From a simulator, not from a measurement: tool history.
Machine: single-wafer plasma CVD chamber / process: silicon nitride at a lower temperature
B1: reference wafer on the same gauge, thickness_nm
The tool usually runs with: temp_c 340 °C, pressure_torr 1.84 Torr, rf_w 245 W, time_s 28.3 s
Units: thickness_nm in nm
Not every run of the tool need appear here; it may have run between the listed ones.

Run 1, hour 0: usual settings; B1 26.833. Result: thickness_nm 30.784 nm.
Run 2, hour 69.9: usual settings; B1 26.78. Result: thickness_nm 31.082 nm.
Run 3, hour 96.3: usual settings; B1 26.791. Result: thickness_nm 30.937 nm.
Run 4, hour 147.2: usual settings but temp_c 347 °C, pressure_torr 1.58 Torr; B1 26.725. Result: thickness_nm 28.743 nm.
Run 5, hour 178.5: usual settings but temp_c 347 °C, pressure_torr 1.58 Torr; B1 26.662. Result: thickness_nm 28.961 nm.
Run 6, hour 239.9: usual settings but temp_c 347 °C, pressure_torr 1.58 Torr; B1 26.625. Result: thickness_nm 28.719 nm.
Run 7, hour 418.5: usual settings but temp_c 344 °C; B1 26.442. Result: thickness_nm 30.23 nm.
Run 8, hour 455: usual settings but temp_c 344 °C; B1 26.358. Result: thickness_nm 30.13 nm.
At hour 536.1: thermocouple changed; heater temperature recalibrated.
Run 9, hour 646.7: usual settings; B1 26.059. Result: thickness_nm 29.638 nm.
Run 10, hour 718.3: usual settings; B1 25.936. Result: thickness_nm 30.16 nm.
At hour 741.6: RF generator calibrated.
At hour 749.8: gauge calibrated.
Run 11, hour 778.5: usual settings; B1 26.848. Result: thickness_nm 30.955 nm.
Run 12, hour 814.7: usual settings; B1 26.801. Result: thickness_nm 30.817 nm.
At hour 893.4: capacitance manometer re-zeroed and calibrated.
Run 13, hour 893.9: usual settings but temp_c 343 °C; B1 26.793. Result: thickness_nm 31.04 nm.
Run 14, hour 954.3: usual settings; B1 26.812. Result: thickness_nm 30.79 nm.
Run 15, hour 1007.2: usual settings but temp_c 348 °C, rf_w 270 W; B1 26.763. Result: thickness_nm 32.969 nm.
At hour 1035.8: showerhead replaced.
Run 16, hour 1045.7: usual settings; B1 26.72. Result: thickness_nm 30.56 nm.
Run 17, hour 1116.3: usual settings but time_s 32.8 s; B1 26.726. Result: thickness_nm 35.959 nm.
Run 18, hour 1144.2: usual settings but temp_c 328 °C, pressure_torr 2.21 Torr; B1 26.694. Result: thickness_nm 32.975 nm.
Run 19, hour 1188.6: usual settings but rf_w 290 W, time_s 32.9 s; B1 26.694. Result: thickness_nm 40.422 nm.
Run 20, hour 1255.6: usual settings but pressure_torr 1.44 Torr, time_s 23.6 s; B1 26.588. Result: thickness_nm 23.248 nm.
Run 21, hour 1286.5: usual settings but temp_c 350 °C, rf_w 275 W; B1 26.579. Result: thickness_nm 33.34 nm.
Run 22, hour 1330.9: usual settings but rf_w 225 W, time_s 30.8 s; B1 26.525. Result: thickness_nm 30.879 nm.

Run 23 comes next. What will it give?
Run 23, hour 1365: usual settings; B1 ?. Result: thickness_nm ?.

B1: 26.506
thickness_nm: 30.511 nm
On a tool with no hidden condition, and with the same random variation, this run would have come out at thickness_nm 30.985 nm.
